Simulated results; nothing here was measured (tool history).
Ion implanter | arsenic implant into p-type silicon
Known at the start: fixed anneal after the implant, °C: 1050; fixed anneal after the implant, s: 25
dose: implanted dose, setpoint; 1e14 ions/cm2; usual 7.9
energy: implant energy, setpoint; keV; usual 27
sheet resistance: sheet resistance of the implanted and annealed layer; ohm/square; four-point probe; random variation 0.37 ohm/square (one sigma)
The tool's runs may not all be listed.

run,hour,dose,energy,"read-back reference wafer on the same gauge, sheet resistance",sheet resistance
1,0,7.9,27,146.99,130.7
2,49.1,7.9,27,147.16,130.3
3,88.2,7.9,31,146.82,127.7
4,137.2,7.9,31,146.91,128.24
5,185.3,7.9,31,147.05,128.19
6,233.1,9.3,20.5,147.14,118.53
7,366.5,9.3,20.5,147.03,119.54
8,415.1,9.3,20.5,147.02,119.44
9,474,7.9,32.5,146.91,126.96
10,498.5,7.9,32.5,147.16,127.31
11,556.5,8.51,27,146.84,123.35
12,608.5,8.51,27,146.99,123.18
13,656.5,7.9,27,147.06,130.57
14,710.2,7.9,27,147.08,129.61
15,772.7,7.9,27,147.09,130.45
16,813.3,7.9,27,147.13,129.99
17,837.5,9.39,20,147.1,118.02
# hour 868.7: extraction supply calibrated
18,883.7,8.79,34,147.06,116.59

Run 19 comes next. What will it give?
19,923.1,7.9,20.5,?,?

read-back reference wafer on the same gauge, sheet resistance: 146.97
sheet resistance: 133.9 ohm/square
Without the tool's hidden state the same run would have given sheet resistance 133.9 ohm/square.
